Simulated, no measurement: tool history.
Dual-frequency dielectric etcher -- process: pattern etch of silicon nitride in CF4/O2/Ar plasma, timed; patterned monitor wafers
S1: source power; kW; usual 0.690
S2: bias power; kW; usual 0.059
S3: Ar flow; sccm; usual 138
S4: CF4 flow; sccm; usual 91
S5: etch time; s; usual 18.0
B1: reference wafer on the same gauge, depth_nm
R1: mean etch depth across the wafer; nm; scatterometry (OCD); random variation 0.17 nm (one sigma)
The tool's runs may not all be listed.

run   hour     S1     S2   S3   S4    S5     B1     R1
  1    0.0  0.690  0.059  138   91  18.0  53.91  49.23
  2    0.3  0.690  0.059  138   91  18.0  53.71  49.47
  3   27.7  0.690  0.059  138  111  22.5  53.89  63.06
      32.8  -- bias power generator calibrated
  4   45.7  0.690  0.059  138   91  18.0  53.79  49.50
  5   76.5  0.690  0.055  138   97  18.0  53.79  48.81
  6   92.6  0.690  0.059  138   68  18.0  53.85  48.17
  7  124.9  0.690  0.059  115   91  21.5  53.76  60.92
  8  137.3  0.690  0.059  138   91  18.0  53.77  49.74
     147.0  -- source power generator calibrated
     161.8  -- wet clean of the chamber
  9  173.0  0.690  0.066  148   75  20.0  53.75  57.06
 10  201.4  0.690  0.059  138   91  18.0  53.84  50.96
 11  232.1  0.690  0.059  158   91  18.0  53.77  50.21
 12  248.6  0.690  0.067  138   91  18.0  53.84  53.30
 13  263.0  0.690  0.059  138  101  18.0  53.77  51.38
 14  291.9  0.690  0.059  138  113  18.0  53.81  52.08
     297.9  -- gauge calibrated
 15  326.5  0.690  0.059  138   91  18.0  53.87  51.12
     366.2  -- wet clean of the chamber, repeated, since the last time left the tool worse
 16  366.7  0.690  0.050  138   91  18.0  53.77  45.93
 17  380.2  0.820  0.059  154  105  18.0  53.86  53.67
 18  395.6  0.690  0.059  138   98  19.5  53.70  52.91
 19  497.5  0.690  0.072  138  109  18.0  53.86  53.02
 20  513.1  0.630  0.059  138  111  18.0  53.78  47.04
 21  527.0  0.690  0.053  153   91  20.0  53.78  51.58

Branching from run 21: 4 alternative next runs. What would each branch give?
  A  527.4  0.690  0.059  138  91  18.0   ?   ?
  B  527.4  0.690  0.070  138  91  16.0   ?   ?
  C  527.4  0.560  0.064  153  91  23.0   ?   ?
  D  527.4  0.570  0.059  138  91  16.5   ?   ?

run     B1     R1
  A  53.76  48.85
  B  53.76  45.98
  C  53.76  55.98
  D  53.76  40.04
Without the tool's unlogged condition, the same runs would have read:
run     R1
  A  48.58
  B  45.72
  C  55.67
  D  39.81

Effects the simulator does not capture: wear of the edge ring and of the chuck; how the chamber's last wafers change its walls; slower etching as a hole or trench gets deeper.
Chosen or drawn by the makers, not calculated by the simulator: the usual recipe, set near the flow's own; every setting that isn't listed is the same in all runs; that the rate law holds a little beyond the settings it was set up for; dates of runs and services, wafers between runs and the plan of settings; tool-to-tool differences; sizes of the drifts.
